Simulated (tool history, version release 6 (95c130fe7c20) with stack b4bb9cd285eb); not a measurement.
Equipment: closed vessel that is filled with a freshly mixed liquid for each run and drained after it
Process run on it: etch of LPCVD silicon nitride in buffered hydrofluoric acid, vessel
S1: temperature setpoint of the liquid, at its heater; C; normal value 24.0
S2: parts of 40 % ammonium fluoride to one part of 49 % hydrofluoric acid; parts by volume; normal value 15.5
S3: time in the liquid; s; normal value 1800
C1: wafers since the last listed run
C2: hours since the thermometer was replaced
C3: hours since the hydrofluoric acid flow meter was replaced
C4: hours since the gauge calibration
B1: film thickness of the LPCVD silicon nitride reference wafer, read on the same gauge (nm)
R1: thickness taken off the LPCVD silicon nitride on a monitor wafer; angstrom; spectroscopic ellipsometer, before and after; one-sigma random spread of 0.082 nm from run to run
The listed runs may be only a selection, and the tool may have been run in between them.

run     day    S1    S2    S3    C1      C2     C3     C4     B1     R1
  1   0.000  24.0  17.0  1135     0  1532.6  760.7  118.9  39.99   82.3
  2   0.533  24.0  15.5  1800   333  1545.4  773.5  131.7  40.07  143.7
  3   2.029  24.0  15.5  1800   935  1581.3  809.4  167.6  39.99  143.0
  4   3.112  24.0  15.5  1800   677  1607.3  835.4  193.6  40.01  143.4
  5   4.350  24.0  15.5  1800   773  1637.0  865.1  223.3  40.00  142.1
  6   5.096  24.0  17.0  1165   466  1654.9  883.0  241.2  40.00   83.4
  7   6.175  24.0  17.0  1165   674  1680.8  908.9  267.1  40.04   83.8
  8   7.229  24.0  17.0  1165   658  1706.1  934.2  292.4  39.96   84.1
      8.271  -- thermometer replaced
  9   8.292  24.0  19.0  1800   638     0.5  959.7  317.9  40.00  102.7
 10   8.858  24.0  19.0  1800   354    14.1  973.3  331.5  40.03  102.9
      9.658  -- hydrofluoric acid flow meter replaced
 11  10.229  24.0  15.5  1170   830    47.0   13.7  364.4  39.97   90.3
 12  10.775  24.0  19.5  1800   341    60.1   26.8  377.5  39.96  109.5
 13  11.642  28.0  18.0  2490   541    80.9   47.6  398.3  40.00  204.8
 14  12.183  27.0  10.5  2790   338    93.9   60.6  411.3  40.03  368.0
 15  14.258  22.0  15.5  1800  1297   143.7  110.4  461.1  39.98  123.5
     14.408  -- gauge calibrated
 16  14.792  24.0  15.5  1800   333   156.5  123.2    9.2  39.96  137.6
 17  15.633  24.0  15.5  1170   526   176.7  143.4   29.4  40.00   89.2
 18  16.762  21.0  12.0  1010   705   203.8  170.5   56.5  40.04   83.3
 19  17.542  24.0  15.5  1800   487   222.5  189.2   75.2  40.01  137.7
 20  18.483  22.5  15.5  1220   588   245.1  211.8   97.8  40.00   85.2
 21  19.742  24.0  17.0  1165   786   275.3  242.0  128.0  40.00   81.0
 22  21.008  20.0  19.0  1800   791   305.7  272.4  158.4  40.02   90.2
 23  22.421  28.5  15.5  1800   882   339.6  306.3  192.3  40.00  173.5
 24  23.196  24.0  11.5  1525   484   358.2  324.9  210.9  40.00  154.2
 25  24.208  24.0  17.0  1135   632   382.5  349.2  235.2  39.95   79.0
 26  24.733  24.0  15.5  2655   328   395.1  361.8  247.8  40.02  201.8
 27  25.567  24.0   9.5   910   520   415.1  381.8  267.8  39.99  110.6
 28  26.962  28.0  13.5   905   872   448.6  415.3  301.3  39.99   97.9
 29  28.371  24.0  15.5  1800   880   482.4  449.1  335.1  40.01  138.1
 30  29.746  24.0  15.5  1800   859   515.4  482.1  368.1  39.98  138.2
 31  31.217  24.0  17.5  1800   919   550.7  517.4  403.4  40.03  121.6

Give the tool's hidden conditions for every run:
gauge reads high (%): 0 on each run
H1: liquid hotter than its thermometer reads (K)
H2: hydrofluoric acid flow below the setpoint (%)
run     H1     H2
  1   2.47   8.35
  2   2.49   8.46
  3   2.54   8.78
  4   2.57   9.01
  5   2.62   9.28
  6   2.64   9.44
  7   2.68   9.67
  8   2.72    9.9
  9  0.125   10.1
 10  0.144   10.2
 11  0.192  0.166
 12   0.21  0.283
 13   0.24  0.469
 14  0.259  0.585
 15  0.331   1.03
 16  0.349   1.14
 17  0.378   1.33
 18  0.417   1.57
 19  0.444   1.74
 20  0.476   1.94
 21   0.52   2.21
 22  0.563   2.48
 23  0.612   2.78
 24  0.639   2.95
 25  0.674   3.17
 26  0.692   3.28
 27  0.721   3.46
 28  0.769   3.76
 29  0.817   4.06
 30  0.865   4.35
 31  0.915   4.67

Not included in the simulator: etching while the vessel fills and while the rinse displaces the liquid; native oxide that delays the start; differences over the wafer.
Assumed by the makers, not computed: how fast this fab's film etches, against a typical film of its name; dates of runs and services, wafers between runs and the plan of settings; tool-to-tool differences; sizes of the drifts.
